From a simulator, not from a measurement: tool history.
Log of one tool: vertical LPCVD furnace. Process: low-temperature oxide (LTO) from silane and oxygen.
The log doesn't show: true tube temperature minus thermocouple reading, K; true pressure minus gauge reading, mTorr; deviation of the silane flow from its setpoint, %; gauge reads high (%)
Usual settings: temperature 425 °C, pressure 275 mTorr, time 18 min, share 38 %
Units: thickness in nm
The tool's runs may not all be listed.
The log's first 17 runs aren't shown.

run	hour	temperature	pressure	time	share	wafers since the last listed run	hours since the last temperature calibration	hours since the pressure gauge was zeroed	hours since the silane flow controller was replaced	hours since the gauge calibration	read-back reference wafer on the same gauge, thickness	thickness
18	1159.6	430	275	18	38	1296	735	3107.3	707.1	1280.4	307.11	265.94
19	1255.1	425	240	18	38	1458	830.5	3202.8	802.6	1375.9	306.86	217.44
20	1536.7	425	275	21	33	4301	1112.1	3484.4	1084.2	1657.5	306.97	246.33
21	1580.8	431	275	18	38	673	1156.2	3528.5	1128.3	1701.6	306.99	267.61
22	1646.3	425	275	20.5	38	1000	1221.7	3594	1193.8	1767.1	307.07	286.08
# hour 1675.7: pressure gauge zeroed
23	1708.6	422	250	22	42	585	1284	32.9	1256.1	1829.4	307.17	311.47
24	1810.2	436	220	23.5	43	1551	1385.6	134.5	1357.7	1931	306.64	339.36
25	1917	420	295	22	41	1631	1492.4	241.3	1464.5	2037.8	306.92	348.33
26	1983.3	425	275	18	38	1012	1558.7	307.6	1530.8	2104.1	306.76	257
27	2076.8	434	275	18	36	1428	1652.2	401.1	1624.3	2197.6	307.36	260.83
28	2183.4	418	275	18	38	1628	1758.8	507.7	1730.9	2304.2	306.93	237.31
29	2232	425	275	20.5	31	742	1807.4	556.3	1779.5	2352.8	307.05	224.62
30	2323.7	420	275	23	38	1400	1899.1	648	1871.2	2444.5	306.88	313.05
31	2394.1	425	275	18	38	1075	1969.5	718.4	1941.6	2514.9	307.14	255.87
32	2451.8	425	275	12	38	881	2027.2	776.1	1999.3	2572.6	307.14	171.62

3 ways to go on from here, each from the tool as it stands after run 32. What would each give?
A	2456	425	275	18	43	64	2031.4	780.3	2003.5	2576.8	?	?
B	2456	430	310	18	38	64	2031.4	780.3	2003.5	2576.8	?	?
C	2456	417	295	18	43	64	2031.4	780.3	2003.5	2576.8	?	?

run	read-back reference wafer on the same gauge, thickness	thickness
A	307.13	293.48
B	307.13	304.31
C	307.13	290.98
Without the tool's hidden state the same runs would have given:
run	thickness
A	296.09
B	306.71
C	293.39
